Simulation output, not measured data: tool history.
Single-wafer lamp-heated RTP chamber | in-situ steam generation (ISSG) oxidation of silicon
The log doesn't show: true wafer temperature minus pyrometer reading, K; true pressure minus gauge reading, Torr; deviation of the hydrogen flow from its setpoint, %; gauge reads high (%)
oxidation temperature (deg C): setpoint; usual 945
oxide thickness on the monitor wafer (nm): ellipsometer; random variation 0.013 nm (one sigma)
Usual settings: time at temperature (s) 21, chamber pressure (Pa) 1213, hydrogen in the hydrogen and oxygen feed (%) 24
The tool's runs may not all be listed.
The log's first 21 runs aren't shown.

run	hour	oxidation temperature (deg C)	time at temperature (s)	chamber pressure (Pa)	hydrogen in the hydrogen and oxygen feed (%)	wafers since the last listed run	wafers since the last pyrometer calibration	hours since the pressure gauge was zeroed	hours since the hydrogen flow controller was replaced	hours since the gauge calibration	read-back reference wafer on the same gauge, thickness	oxide thickness on the monitor wafer (nm)
22	306	945	21	1213	24	54	530	85.5	157	42.3	4.524	4.412
23	322.5	934	26	1213	20	89	619	102	173.5	58.8	4.511	4.491
24	337.9	951	29	1213	24	83	702	117.4	188.9	74.2	4.513	5.173
25	347.1	945	21	1213	24	49	752	126.6	198.1	83.4	4.519	4.42
26	356.5	945	28	1213	15	50	803	136	207.5	92.8	4.522	4.534
27	363.1	945	26	1213	24	35	838	142.6	214.1	99.4	4.522	4.829
28	391.6	945	21	1213	24	153	992	171.1	242.6	127.9	4.521	4.42
29	402.9	945	21	1027	30	60	1053	182.4	253.9	139.2	4.525	4.742
30	416.6	945	26	1213	15	73	1127	196.1	267.6	152.9	4.519	4.396
31	434.2	955	17	1213	28	94	1222	213.7	285.2	170.5	4.513	4.369
32	443	945	18	1053	24	47	1269	222.5	294	179.3	4.52	4.243

3 ways to go on from here, each from the tool as it stands after run 32. What would each give?
A	443.5	945	21	1213	31	2	1272	223	294.5	179.8	?	?
B	443.5	953	21	1147	24	2	1272	223	294.5	179.8	?	?
C	443.5	945	23	1213	32	2	1272	223	294.5	179.8	?	?

run	read-back reference wafer on the same gauge, thickness	oxide thickness on the monitor wafer (nm)
A	4.521	4.719
B	4.521	4.584
C	4.521	4.932
Without the tool's hidden state the same runs would have given:
run	oxide thickness on the monitor wafer (nm)
A	4.661
B	4.526
C	4.87
